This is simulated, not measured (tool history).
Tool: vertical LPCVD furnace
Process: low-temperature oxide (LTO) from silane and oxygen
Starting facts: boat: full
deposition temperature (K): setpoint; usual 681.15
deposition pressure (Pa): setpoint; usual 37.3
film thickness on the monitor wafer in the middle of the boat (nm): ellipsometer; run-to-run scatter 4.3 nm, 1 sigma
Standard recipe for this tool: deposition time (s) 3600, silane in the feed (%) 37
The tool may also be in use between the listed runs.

run     day  deposition temperature (K)  deposition pressure (Pa)  deposition time (s)  silane in the feed (%)  read-back reference wafer on the same gauge, thickness  film thickness on the monitor wafer in the middle of the boat (nm)
  1   0.000                      681.15                      37.3                 2490                      37                                                  663.11                                                              520.04
  2   2.425                      681.15                      37.3                 2490                      37                                                  665.96                                                              522.10
  3   5.617                      681.15                      37.3                 2490                      37                                                  668.01                                                              521.08
  4   9.425                      681.15                      37.3                 3600                      37                                                  669.57                                                              761.02
  5  11.538                      681.15                      37.3                 3600                      37                                                  670.51                                                              759.18
  6  15.067                      681.15                      37.3                 3600                      37                                                  673.50                                                              774.51
  7  18.717                      681.15                      37.3                 3600                      37                                                  647.99                                                              732.28
  8  24.092                      681.15                      37.3                 4350                      37                                                  650.77                                                              885.82
  9  27.704                      672.15                      37.3                 2700                      37                                                  653.14                                                              502.15
 10  31.462                      672.15                      37.3                 2700                      37                                                  654.29                                                              502.69
 11  35.446                      672.15                      37.3                 2700                      37                                                  658.20                                                              507.82
 12  37.050                      681.15                      37.3                 3600                      37                                                  656.03                                                              746.46
 13  40.567                      681.15                      37.3                 3600                      37                                                  660.14                                                              756.89
 14  44.875                      681.15                      37.3                 3600                      37                                                  662.66                                                              755.67
 15  48.529                      674.15                      40.0                 3600                      31                                                  666.77                                                              592.42
 16  51.450                      681.15                      32.7                 2370                      37                                                  664.86                                                              436.45
 17  53.746                      691.15                      44.0                 2760                      37                                                  668.31                                                              765.96
 18  56.900                      689.15                      45.3                 4260                      41                                                  669.41                                                             1344.46
 19  58.662                      672.15                      37.3                 2670                      37                                                  674.11                                                              509.45
 20  61.596                      676.15                      43.3                 4920                      41                                                  653.71                                                             1270.95
 21  63.488                      681.15                      37.3                 3600                      37                                                  655.34                                                              740.73
 22  67.879                      681.15                      37.3                 3600                      37                                                  659.42                                                              748.07
 23  69.979                      671.15                      37.3                 3600                      37                                                  661.68                                                              664.71
 24  72.988                      681.15                      37.3                 3600                      37                                                  662.03                                                              747.39
 25  77.442                      681.15                      40.0                 3600                      42                                                  664.35                                                              929.94
 26  81.346                      690.15                      30.7                 3600                      37                                                  665.54                                                              678.82
 27  83.071                      681.15                      37.3                 3600                      37                                                  666.26                                                              752.38
 28  86.296                      686.15                      37.3                 3600                      37                                                  669.71                                                              798.08

Missing from the log above: 5 entries noted between runs. For each, name the pair of listed runs it sits between and say how the tool's hidden condition differs from the listed run just before to the listed run just after:
Runs 6 to 7: gauge calibrated (day 17.454)
  gauge reads high (%): 4.03 -> 0.00561
  measured minus no-state result, film thickness on the monitor wafer in the middle of the boat (nm): +30.04 -> +0.04
Runs 8 to 9: thermocouples replaced and temperature profile calibrated (day 26.633)
  gauge reads high (%): 0.522 -> 0.868
  measured minus no-state result, film thickness on the monitor wafer in the middle of the boat (nm): +4.60 -> +4.32
Runs 9 to 10: pressure gauge zeroed (day 29.042)
  gauge reads high (%): 0.868 -> 1.23
  measured minus no-state result, film thickness on the monitor wafer in the middle of the boat (nm): +4.32 -> +6.10
Runs 16 to 17: silane flow controller replaced (day 53.392)
  gauge reads high (%): 3.15 -> 3.37
  measured minus no-state result, film thickness on the monitor wafer in the middle of the boat (nm): +13.32 -> +24.96
Runs 19 to 20: gauge calibrated (day 60.783)
  gauge reads high (%): 3.84 -> 1.11
  measured minus no-state result, film thickness on the monitor wafer in the middle of the boat (nm): +18.85 -> +13.98
